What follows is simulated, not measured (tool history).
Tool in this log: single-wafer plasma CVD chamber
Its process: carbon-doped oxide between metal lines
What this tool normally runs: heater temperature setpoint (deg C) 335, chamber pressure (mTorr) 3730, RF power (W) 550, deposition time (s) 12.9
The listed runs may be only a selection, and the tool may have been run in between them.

run    hour  heater temperature setpoint (deg C)  chamber pressure (mTorr)  RF power (W)  deposition time (s)  wafers since the last listed run  hours since the last thermocouple change  hours since the last RF generator calibration  hours since the last manometer calibration  hours since the showerhead was replaced  hours since the gauge calibration  read-back reference wafer on the same gauge, thickness_nm  mean film thickness on the monitor wafer (angstrom)
  1       0                                  339                      3730           610                 12.9                                 0                                    2194.1                                           93.7                                         809                                   2645.1                              364.5                                                      83.64                                               807.59
  2    65.9                                  339                      3730           610                 12.9                              2906                                      2260                                          159.6                                       874.9                                     2711                              430.4                                                     83.531                                               805.07
  3   135.9                                  339                      3730           610                 12.9                              3087                                      2330                                          229.6                                       944.9                                     2781                              500.4                                                     83.521                                               805.73
  4   194.1                                  335                      3730           550                 12.9                              2567                                    2388.2                                          287.8                                      1003.1                                   2839.2                              558.6                                                     83.507                                               752.39
  5   260.1                                  335                      3730           550                 12.9                              2911                                    2454.2                                          353.8                                      1069.1                                   2905.2                              624.6                                                     83.641                                               753.44
  6   297.5                                  335                      3730           470                 12.9                              1649                                    2491.6                                          391.2                                      1106.5                                   2942.6                                662                                                     83.591                                               650.49
  7   363.4                                  335                      3730           550                 12.9                              2906                                    2557.5                                          457.1                                      1172.4                                   3008.5                              727.9                                                     83.552                                               751.57
  8   493.7                                  335                      3730           585                 12.9                              5747                                    2687.8                                          587.4                                      1302.7                                   3138.8                              858.2                                                      83.57                                               794.76
      510.3  -- capacitance manometer re-zeroed and calibrated
  9     531                                  335                      3730           550                 12.9                              1292                                    2725.1                                          624.7                                        20.7                                   3176.1                              895.5                                                     83.631                                               748.87
      590.2  -- showerhead replaced
 10   590.7                                  335                      3730           550                 12.9                              2280                                    2784.8                                          684.4                                        80.4                                      0.5                              955.2                                                     83.585                                               753.31
 11   626.7                                  335                      3730           550                 12.9                              1587                                    2820.8                                          720.4                                       116.4                                     36.5                              991.2                                                     83.689                                               750.56
 12   663.6                                  335                      3730           550                 12.9                              1627                                    2857.7                                          757.3                                       153.3                                     73.4                             1028.1                                                      83.61                                                749.7
 13   721.9                                  335                      3730           605                 11.3                              2571                                      2916                                          815.6                                       211.6                                    131.7                             1086.4                                                     83.677                                               713.29
      798.8  -- RF generator calibrated
 14   799.3                                  349                      3730           550                 12.9                              3061                                    2993.4                                            0.5                                         289                                    209.1                             1163.8                                                     83.675                                               716.07
 15   830.6                                  325                      4570           550                 14.8                              1380                                    3024.7                                           31.8                                       320.3                                    240.4                             1195.1                                                     83.658                                               929.03
 16   878.1                                  335                      3730           550                 14.3                              2095                                    3072.2                                           79.3                                       367.8                                    287.9                             1242.6                                                     83.599                                               832.55
 17     912                                  335                      3730           550                 12.9                              1495                                    3106.1                                          113.2                                       401.7                                    321.8                             1276.5                                                     83.542                                               748.97
 18   942.5                                  335                      3730           550                 12.9                              1345                                    3136.6                                          143.7                                       432.2                                    352.3                               1307                                                     83.665                                               752.76
     1006.6  -- thermocouple changed; heater temperature recalibrated
 19  1007.1                                  335                      3730           550                 15.1                              2496                                       0.5                                          208.3                                       496.8                                    416.9                             1371.6                                                     83.599                                               878.97
     1115.9  -- gauge calibrated
 20  1140.3                                  335                      3730           550                 12.9                              5875                                     133.7                                          341.5                                         630                                    550.1                               24.4                                                     83.672                                               748.31
 21  1185.2                                  321                      3730           605                 12.9                              1980                                     178.6                                          386.4                                       674.9                                      595                               69.3                                                     83.606                                               856.51
 22  1235.7                                  335                      4090           550                 15.1                              2227                                     229.1                                          436.9                                       725.4                                    645.5                              119.8                                                     83.611                                               890.77
 23  1391.1                                  340                      4210           550                 12.9                              6854                                     384.5                                          592.3                                       880.8                                    800.9                              275.2                                                     83.568                                               756.23
 24  1424.6                                  341                      3020           655                 11.1                              1477                                       418                                          625.8                                       914.3                                    834.4                              308.7                                                     83.712                                               708.95
 25  1459.3                                  335                      3120           500                 13.6                              1530                                     452.7                                          660.5                                         949                                    869.1                              343.4                                                     83.599                                               707.82
 26  1505.7                                  335                      3730           635                 12.9                              2046                                     499.1                                          706.9                                       995.4                                    915.5                              389.8                                                     83.563                                               843.12

Branching from run 26: 4 alternative next runs. What would each branch give?
  A  1506.1                                  335                      3730           490                 12.9                                17                                     499.5                                          707.3                                       995.8                                    915.9                              390.2                                                          ?                                                    ?
  B  1506.1                                  335                      3730           595                 12.9                                17                                     499.5                                          707.3                                       995.8                                    915.9                              390.2                                                          ?                                                    ?
  C  1506.1                                  335                      4280           600                 12.9                                17                                     499.5                                          707.3                                       995.8                                    915.9                              390.2                                                          ?                                                    ?
  D  1506.1                                  345                      3320           515                 13.7                                17                                     499.5                                          707.3                                       995.8                                    915.9                              390.2                                                          ?                                                    ?

run  read-back reference wafer on the same gauge, thickness_nm  mean film thickness on the monitor wafer (angstrom)
  A                                                     83.648                                               677.44
  B                                                     83.648                                               800.14
  C                                                     83.648                                               826.13
  D                                                     83.648                                               711.81
Without the tool's hidden state the same runs would have given:
run  mean film thickness on the monitor wafer (angstrom)
  A                                               677.44
  B                                               800.14
  C                                               826.13
  D                                               711.81
